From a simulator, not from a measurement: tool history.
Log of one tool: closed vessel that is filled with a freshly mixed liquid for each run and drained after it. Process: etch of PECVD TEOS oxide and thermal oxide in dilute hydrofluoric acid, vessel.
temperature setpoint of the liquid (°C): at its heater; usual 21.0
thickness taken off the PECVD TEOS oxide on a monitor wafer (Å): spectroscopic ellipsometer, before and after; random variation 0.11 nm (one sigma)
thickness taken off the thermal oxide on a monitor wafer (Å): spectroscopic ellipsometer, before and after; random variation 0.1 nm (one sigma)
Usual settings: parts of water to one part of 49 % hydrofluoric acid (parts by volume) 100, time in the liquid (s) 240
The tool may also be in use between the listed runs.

run	hour	temperature setpoint of the liquid (°C)	parts of water to one part of 49 % hydrofluoric acid (parts by volume)	time in the liquid (s)	wafers since the last listed run	hours since the thermometer was replaced	hours since the hydrofluoric acid flow meter was replaced	hours since the gauge calibration	read-back film thickness of the PECVD TEOS oxide reference wafer, read on the same gauge (nm)	read-back film thickness of the thermal oxide reference wafer, read on the same gauge (nm)	thickness taken off the PECVD TEOS oxide on a monitor wafer (Å)	thickness taken off the thermal oxide on a monitor wafer (Å)
1	0.0	21.0	100	240	0	1558.1	228.7	1147.8	110.00	149.99	199.0	111.4
2	57.4	21.0	100	240	6011	1615.5	286.1	1205.2	110.03	149.99	199.5	110.3
3	126.2	21.0	100	240	7205	1684.3	354.9	1274.0	110.02	150.01	199.5	109.8
4	183.2	21.0	100	240	5969	1741.3	411.9	1331.0	110.04	150.01	202.4	112.3
5	271.7	21.0	120	190	9269	1829.8	500.4	1419.5	109.98	149.98	131.0	72.2
# hour 290.8: thermometer replaced
6	340.6	21.0	100	240	7111	49.8	569.3	1488.4	109.96	149.96	216.6	119.7
# hour 384.9: hydrofluoric acid flow meter replaced
7	391.4	21.0	100	240	5215	100.6	6.5	1539.2	110.03	150.01	207.3	116.8
8	446.8	23.5	100	200	5802	156.0	61.9	1594.6	110.00	149.96	192.4	106.4
9	488.1	21.0	100	240	4325	197.3	103.2	1635.9	110.04	149.99	210.5	117.7
10	517.6	21.0	125	155	3089	226.8	132.7	1665.4	110.02	150.02	104.8	58.9
11	577.6	21.0	150	240	6284	286.8	192.7	1725.4	109.99	150.00	130.8	73.0
12	637.9	21.0	100	195	6315	347.1	253.0	1785.7	109.96	149.98	171.9	96.5
# hour 762.9: gauge calibrated
13	847.6	21.0	65	240	21962	556.8	462.7	84.7	110.02	149.98	339.9	188.8
14	933.6	18.5	100	240	9007	642.8	548.7	170.7	109.98	150.01	191.7	106.9
15	967.1	21.0	150	240	3508	676.3	582.2	204.2	109.99	149.98	134.6	74.8
# hour 972.8: hydrofluoric acid flow meter replaced
16	996.9	21.0	75	315	3016	706.1	24.1	234.0	110.00	149.99	368.5	206.6
17	1077.6	21.0	75	315	8452	786.8	104.8	314.7	110.02	150.01	367.3	206.6
18	1121.7	25.5	130	145	4618	830.9	148.9	358.8	109.98	149.98	110.0	62.1
19	1148.5	22.5	100	120	2806	857.7	175.7	385.6	110.05	150.03	109.7	60.5
20	1181.8	18.0	140	240	3487	891.0	209.0	418.9	110.03	149.97	123.4	69.5
21	1225.7	24.0	140	345	4597	934.9	252.9	462.8	109.99	149.99	228.9	125.4
22	1287.7	17.0	100	285	6493	996.9	314.9	524.8	110.02	149.97	207.9	116.4
23	1321.1	21.0	100	240	3498	1030.3	348.3	558.2	110.03	149.98	206.8	114.4
24	1368.7	21.0	100	240	4985	1077.9	395.9	605.8	110.07	150.01	208.2	115.2
25	1398.4	21.0	100	240	3110	1107.6	425.6	635.5	110.01	150.00	206.1	115.2
26	1432.1	17.0	100	240	3529	1141.3	459.3	669.2	109.96	149.98	176.1	96.9
27	1502.4	21.0	100	240	7362	1211.6	529.6	739.5	109.98	149.99	208.6	117.5

The tool's hidden state at each run:
gauge reads high (%): 0 in every run
H1: liquid colder than its thermometer reads (K)
H2: hydrofluoric acid flow above the setpoint (%)
run	H1	H2
1	1.51	1.98
2	1.57	2.39
3	1.63	2.89
4	1.68	3.31
5	1.76	3.95
6	0.0736	4.45
7	0.121	0.641
8	0.172	1.04
9	0.21	1.34
10	0.237	1.56
11	0.293	1.99
12	0.349	2.43
13	0.543	3.95
14	0.622	4.57
15	0.653	4.82
16	0.681	1.12
17	0.755	1.7
18	0.796	2.02
19	0.821	2.22
20	0.852	2.46
21	0.892	2.78
22	0.95	3.23
23	0.981	3.47
24	1.02	3.82
25	1.05	4.03
26	1.08	4.28
27	1.15	4.79

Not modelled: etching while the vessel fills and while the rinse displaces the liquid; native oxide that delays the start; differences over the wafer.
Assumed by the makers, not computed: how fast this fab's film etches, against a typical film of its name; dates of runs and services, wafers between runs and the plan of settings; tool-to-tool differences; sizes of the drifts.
